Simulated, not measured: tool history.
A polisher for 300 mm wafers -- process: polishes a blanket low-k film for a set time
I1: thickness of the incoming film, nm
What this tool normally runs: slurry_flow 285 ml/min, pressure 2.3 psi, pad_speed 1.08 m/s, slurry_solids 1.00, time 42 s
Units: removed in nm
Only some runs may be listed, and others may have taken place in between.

Run 1, day 0.000: usual settings but pad_speed 1.38 m/s; I1 727.1. Result: removed 15.7 nm.
Run 2, day 0.575: usual settings but pad_speed 1.38 m/s; I1 730.7. Result: removed 15.8 nm.
At day 1.033: worn pad replaced by a new one.
Run 3, day 1.146: usual settings; I1 728.8. Result: removed 13.9 nm.
Run 4, day 1.588: usual settings; I1 716.8. Result: removed 14.0 nm.
Run 5, day 1.850: usual settings but pad_speed 0.84 m/s; I1 717.7. Result: removed 12.5 nm.
Run 6, day 2.242: usual settings but pad_speed 0.84 m/s; I1 718.7. Result: removed 12.4 nm.
Run 7, day 2.800: usual settings; I1 728.7. Result: removed 14.1 nm.
At day 3.204: head pressure recalibrated.
Run 8, day 3.225: usual settings; I1 740.0. Result: removed 13.7 nm.
Run 9, day 3.567: usual settings; I1 743.5. Result: removed 13.7 nm.
Run 10, day 4.033: usual settings but pressure 2.7 psi, pad_speed 0.94 m/s, time 52 s; I1 727.2. Result: removed 17.6 nm.
At day 4.650: conditioning disc replaced and pad reconditioned.
At day 4.788: worn pad replaced by a new one.
At day 5.492: slurry blender recalibrated.
At day 5.612: slurry nozzle cleaned.
Run 11, day 5.633: usual settings; I1 738.4. Result: removed 17.1 nm.
Run 12, day 5.938: usual settings but pressure 1.8 psi; I1 728.3. Result: removed 14.7 nm.
Run 13, day 6.496: usual settings; I1 732.7. Result: removed 16.7 nm.
Run 14, day 6.825: usual settings but slurry_flow 225 ml/min, pressure 2.8 psi, slurry_solids 0.90, time 35 s; I1 724.3. Result: removed 14.2 nm.
Run 15, day 7.088: usual settings but pressure 2.7 psi, pad_speed 1.30 m/s, time 55 s; I1 719.6. Result: removed 26.6 nm.
Run 16, day 7.592: usual settings but time 36 s; I1 723.7. Result: removed 13.7 nm.
Run 17, day 7.967: usual settings but pressure 3.0 psi, pad_speed 0.96 m/s, slurry_solids 1.25, time 34 s; I1 725.0. Result: removed 16.2 nm.

5 ways to go on from here, each from the tool as it stands after run 17. What would each give?
Run A, day 7.983: usual settings but time 29 s; I1 730.6. Result: removed ?.
Run B, day 7.983: usual settings but slurry_flow 330 ml/min, pad_speed 0.78 m/s, slurry_solids 0.85; I1 730.6. Result: removed ?.
Run C, day 7.983: usual settings but slurry_solids 1.10; I1 730.6. Result: removed ?.
Run D, day 7.983: usual settings but slurry_flow 370 ml/min, slurry_solids 1.20; I1 730.6. Result: removed ?.
Run E, day 7.983: usual settings but time 50 s; I1 730.6. Result: removed ?.

run  removed
  A     11.0
  B     12.4
  C     16.8
  D     17.9
  E     19.0
With no hidden state in the tool, these same runs would have given:
run  removed
  A     13.7
  B     14.8
  C     20.8
  D     22.2
  E     23.6
